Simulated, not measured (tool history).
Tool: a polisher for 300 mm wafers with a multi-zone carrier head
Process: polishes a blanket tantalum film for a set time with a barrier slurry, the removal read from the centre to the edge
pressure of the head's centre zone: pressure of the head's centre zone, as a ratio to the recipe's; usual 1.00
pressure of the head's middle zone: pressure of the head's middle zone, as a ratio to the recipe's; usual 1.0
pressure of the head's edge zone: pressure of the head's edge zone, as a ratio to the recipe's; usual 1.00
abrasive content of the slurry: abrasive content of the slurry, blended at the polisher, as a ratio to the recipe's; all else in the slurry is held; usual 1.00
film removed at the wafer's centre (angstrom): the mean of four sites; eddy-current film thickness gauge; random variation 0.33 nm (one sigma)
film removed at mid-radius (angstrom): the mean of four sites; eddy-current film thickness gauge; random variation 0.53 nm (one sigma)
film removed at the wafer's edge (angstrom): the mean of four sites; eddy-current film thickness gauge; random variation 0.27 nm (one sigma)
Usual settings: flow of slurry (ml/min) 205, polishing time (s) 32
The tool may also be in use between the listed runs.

| run | day | flow of slurry (ml/min) | pressure of the head's centre zone | pressure of the head's middle zone | pressure of the head's edge zone | abrasive content of the slurry | polishing time (s) | wafers since the last listed run | wafers polished on this pad | hours since the slurry nozzle was cleaned | hours since the centre zone pressure was calibrated | hours since the edge zone pressure was calibrated | hours since the carrier head's membrane was replaced | incoming thickness of the incoming film, nm | film removed at the wafer's centre (angstrom) | film removed at mid-radius (angstrom) | film removed at the wafer's edge (angstrom) |
|---|---|---|---|---|---|---|---|---|---|---|---|---|---|---|---|---|---|
| 1 | 0.000 | 225 | 1.00 | 1.0 | 1.00 | 0.90 | 32 | 0 | 2982 | 253.3 | 123.7 | 107.0 | 753.7 | 472.9 | 338 | 346 | 336 |
|  | 1.950 | carrier head's membrane replaced by a new one |
| 2 | 1.971 | 205 | 1.00 | 1.0 | 1.00 | 1.00 | 32 | 340 | 3323 | 300.6 | 171.0 | 154.3 | 0.5 | 464.1 | 334 | 341 | 341 |
| 3 | 3.088 | 205 | 1.00 | 1.0 | 1.00 | 1.00 | 32 | 215 | 3538 | 327.4 | 197.8 | 181.1 | 27.3 | 466.9 | 335 | 350 | 341 |
|  | 3.362 | worn pad replaced by a new one |
| 4 | 4.625 | 205 | 1.00 | 1.0 | 0.97 | 1.00 | 32 | 264 | 243 | 364.3 | 234.7 | 218.0 | 64.2 | 469.4 | 377 | 387 | 368 |
| 5 | 6.304 | 205 | 1.00 | 1.0 | 1.00 | 1.00 | 32 | 324 | 567 | 404.6 | 275.0 | 258.3 | 104.5 | 468.1 | 364 | 378 | 373 |
| 6 | 8.012 | 235 | 1.09 | 1.0 | 0.94 | 1.00 | 38 | 329 | 897 | 445.6 | 316.0 | 299.3 | 145.5 | 466.7 | 474 | 446 | 423 |
| 7 | 10.892 | 205 | 1.00 | 1.0 | 1.00 | 1.25 | 32 | 556 | 1453 | 514.7 | 385.1 | 368.4 | 214.6 | 462.5 | 366 | 372 | 368 |
| 8 | 13.400 | 240 | 1.10 | 1.0 | 1.00 | 1.00 | 32 | 484 | 1938 | 574.9 | 445.3 | 428.6 | 274.8 | 475.8 | 396 | 352 | 354 |
| 9 | 15.888 | 205 | 1.00 | 1.0 | 0.91 | 1.00 | 32 | 480 | 2418 | 634.6 | 505.0 | 488.3 | 334.5 | 470.8 | 347 | 352 | 333 |
| 10 | 18.617 | 205 | 1.00 | 1.0 | 1.00 | 1.00 | 32 | 527 | 2945 | 700.1 | 570.5 | 553.8 | 400.0 | 470.7 | 352 | 351 | 341 |
|  | 18.904 | slurry nozzle cleaned |
| 11 | 21.146 | 205 | 1.00 | 1.0 | 1.00 | 1.00 | 32 | 480 | 3426 | 53.8 | 631.2 | 614.5 | 460.7 | 472.5 | 351 | 344 | 339 |
| 12 | 23.996 | 205 | 1.00 | 1.0 | 1.00 | 1.00 | 32 | 550 | 3976 | 122.2 | 699.6 | 682.9 | 529.1 | 471.0 | 358 | 347 | 344 |
| 13 | 25.367 | 205 | 1.00 | 1.0 | 1.00 | 1.00 | 32 | 264 | 4241 | 155.1 | 732.5 | 715.8 | 562.0 | 465.2 | 360 | 345 | 346 |
|  | 25.650 | worn pad replaced by a new one |
| 14 | 27.362 | 205 | 0.89 | 1.0 | 0.90 | 1.00 | 32 | 353 | 331 | 203.0 | 780.4 | 763.7 | 609.9 | 467.7 | 351 | 383 | 351 |
| 15 | 28.875 | 205 | 0.96 | 1.0 | 1.00 | 1.20 | 32 | 292 | 623 | 239.3 | 816.7 | 800.0 | 646.2 | 470.5 | 389 | 391 | 379 |
|  | 29.542 | edge zone pressure recalibrated |
| 16 | 31.408 | 205 | 0.95 | 1.0 | 1.00 | 1.20 | 32 | 473 | 1096 | 300.1 | 877.5 | 44.8 | 707.0 | 474.7 | 379 | 377 | 373 |
|  | 31.783 | centre zone pressure recalibrated |
| 17 | 33.096 | 205 | 1.00 | 1.0 | 1.07 | 1.20 | 41 | 309 | 1406 | 340.6 | 31.5 | 85.3 | 747.5 | 468.4 | 458 | 475 | 482 |

Forecast run 18:
| 18 | 35.142 | 205 | 1.00 | 0.9 | 1.00 | 1.15 | 37 | 395 | 1801 | 389.7 | 80.6 | 134.4 | 796.6 | 463.6 | ? | ? | ? |

film removed at the wafer's centre (angstrom): 407
film removed at mid-radius (angstrom): 389
film removed at the wafer's edge (angstrom): 416
Without the tool's hidden state the same run would have given film removed at the wafer's centre (angstrom) 449, film removed at mid-radius (angstrom) 431, film removed at the wafer's edge (angstrom) 461.

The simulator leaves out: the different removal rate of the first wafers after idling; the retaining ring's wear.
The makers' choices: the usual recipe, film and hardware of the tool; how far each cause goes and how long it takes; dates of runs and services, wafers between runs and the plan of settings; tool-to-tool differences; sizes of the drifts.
